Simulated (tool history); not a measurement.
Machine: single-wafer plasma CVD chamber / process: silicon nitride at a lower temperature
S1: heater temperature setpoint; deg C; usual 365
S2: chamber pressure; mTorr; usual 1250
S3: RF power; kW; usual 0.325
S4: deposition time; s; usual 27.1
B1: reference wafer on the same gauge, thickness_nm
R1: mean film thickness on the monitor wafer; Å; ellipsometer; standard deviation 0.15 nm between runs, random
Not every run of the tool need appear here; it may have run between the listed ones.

| run | hour | S1 | S2 | S3 | S4 | B1 | R1 |
|---|---|---|---|---|---|---|---|
| 1 | 0.0 | 365 | 1250 | 0.325 | 27.1 | 40.835 | 348.80 |
| 2 | 7.9 | 372 | 1250 | 0.325 | 27.1 | 40.783 | 344.84 |
|  | 13.6 | gauge calibrated |
| 3 | 23.2 | 365 | 1250 | 0.325 | 27.1 | 40.843 | 347.97 |
| 4 | 37.2 | 365 | 1250 | 0.325 | 27.1 | 40.827 | 346.69 |
| 5 | 50.6 | 365 | 1250 | 0.325 | 27.1 | 40.807 | 351.99 |
| 6 | 57.0 | 365 | 1250 | 0.325 | 27.1 | 40.804 | 347.89 |
| 7 | 66.5 | 365 | 1250 | 0.325 | 27.1 | 40.822 | 349.18 |
| 8 | 81.6 | 365 | 1250 | 0.325 | 27.1 | 40.792 | 349.40 |
| 9 | 95.9 | 365 | 1250 | 0.325 | 27.1 | 40.751 | 349.51 |
| 10 | 105.6 | 365 | 1250 | 0.325 | 27.1 | 40.754 | 353.03 |
|  | 119.2 | thermocouple changed; heater temperature recalibrated |
|  | 125.4 | capacitance manometer re-zeroed and calibrated |
| 11 | 125.9 | 365 | 1250 | 0.325 | 27.1 | 40.825 | 350.73 |
| 12 | 135.9 | 359 | 1530 | 0.325 | 22.1 | 40.791 | 297.67 |
| 13 | 150.4 | 365 | 1250 | 0.325 | 27.1 | 40.782 | 348.93 |
| 14 | 159.1 | 365 | 1250 | 0.325 | 27.1 | 40.823 | 349.79 |
| 15 | 176.0 | 365 | 1250 | 0.325 | 22.9 | 40.794 | 295.38 |
|  | 185.9 | gauge calibrated |
|  | 191.7 | RF generator calibrated |
|  | 195.1 | showerhead replaced |
| 16 | 195.6 | 371 | 1360 | 0.380 | 29.3 | 40.833 | 405.37 |

The next listed run, before its measurement:
| 17 | 205.2 | 365 | 1250 | 0.385 | 30.9 | ? | ? |

B1: 40.748
R1: 422.24 Å
With no hidden state in the tool, this same run would have given R1 422.24 Å.
